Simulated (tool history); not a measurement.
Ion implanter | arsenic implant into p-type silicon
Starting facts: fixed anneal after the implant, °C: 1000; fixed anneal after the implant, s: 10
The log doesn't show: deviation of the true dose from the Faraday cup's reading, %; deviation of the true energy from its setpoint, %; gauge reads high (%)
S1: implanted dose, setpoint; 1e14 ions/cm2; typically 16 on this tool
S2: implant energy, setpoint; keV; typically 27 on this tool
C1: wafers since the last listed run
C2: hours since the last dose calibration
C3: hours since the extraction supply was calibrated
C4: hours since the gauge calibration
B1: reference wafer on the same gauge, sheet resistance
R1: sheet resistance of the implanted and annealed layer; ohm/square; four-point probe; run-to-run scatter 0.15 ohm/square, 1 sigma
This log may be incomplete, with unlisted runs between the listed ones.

run	day	S1	S2	C1	C2	C3	C4	B1	R1
1	0	16	21.5	0	1113.2	6197.9	154.6	122.51	112.4
2	0.388	16	21.5	159	1122.5	6207.2	163.9	122.46	112.8
3	0.992	14.13	27	248	1137	6221.7	178.4	122.4	105.21
4	1.7	14.13	27	291	1154	6238.7	195.4	122.37	105.16
5	2.25	16	27	226	1167.2	6251.9	208.6	122.28	101.84
6	2.867	16	27	254	1182	6266.7	223.4	122.27	101.64
# day 3.021: gauge calibrated
7	3.217	17.24	27	144	1190.4	6275.1	4.7	123.06	100.54
8	3.633	17.24	27	171	1200.4	6285.1	14.7	123.02	100.62
9	4.371	17.24	27	303	1218.1	6302.8	32.4	122.96	100.69
10	4.762	12.19	20	161	1227.5	6312.2	41.8	122.93	124.87
11	5.112	12.19	20	144	1235.9	6320.6	50.2	122.9	125.21
12	5.671	18.61	22	230	1249.3	6334	63.6	122.85	108.45
13	6.142	18.61	22	193	1260.6	6345.3	74.9	122.83	109.03
14	6.562	12.38	27	173	1270.7	6355.4	85	122.77	110.6
15	7.129	16	27	233	1284.3	6369	98.6	122.73	102.07
16	7.442	16	27	128	1291.8	6376.5	106.1	122.73	102
17	7.717	18.74	33.5	113	1298.4	6383.1	112.7	122.71	89.12
# day 8.467: Faraday cup replaced and dose calibrated
18	8.488	16	27	180	0.5	6401.6	131.2	122.61	102.03
19	8.858	16	32.5	152	9.4	6410.5	140.1	122.58	94.14
20	9.183	18.47	24.5	133	17.2	6418.3	147.9	122.54	103.09
21	9.754	16	30	235	30.9	6432	161.6	122.48	97.69
# day 10.446: extraction supply calibrated
22	11.258	16	35.5	482	67	19.5	197.7	122.4	90.79
23	11.512	12.38	27	104	73.1	25.6	203.8	122.36	110.44
# day 11.588: gauge calibrated
24	12.221	12.82	18.5	291	90.1	42.6	15.2	122.79	126.9
25	12.95	18.58	33	300	107.6	60.1	32.7	122.71	90.38
26	13.567	11.68	20.5	254	122.4	74.9	47.5	122.72	125.24

Forecast run 27:
27	14.067	11.67	32.5	205	134.4	86.9	59.5	?	?

Run 27 yielded B1 122.65, R1 106.58 ohm/square.
Had the tool carried no hidden state, the very same run would have given R1 106.89 ohm/square.
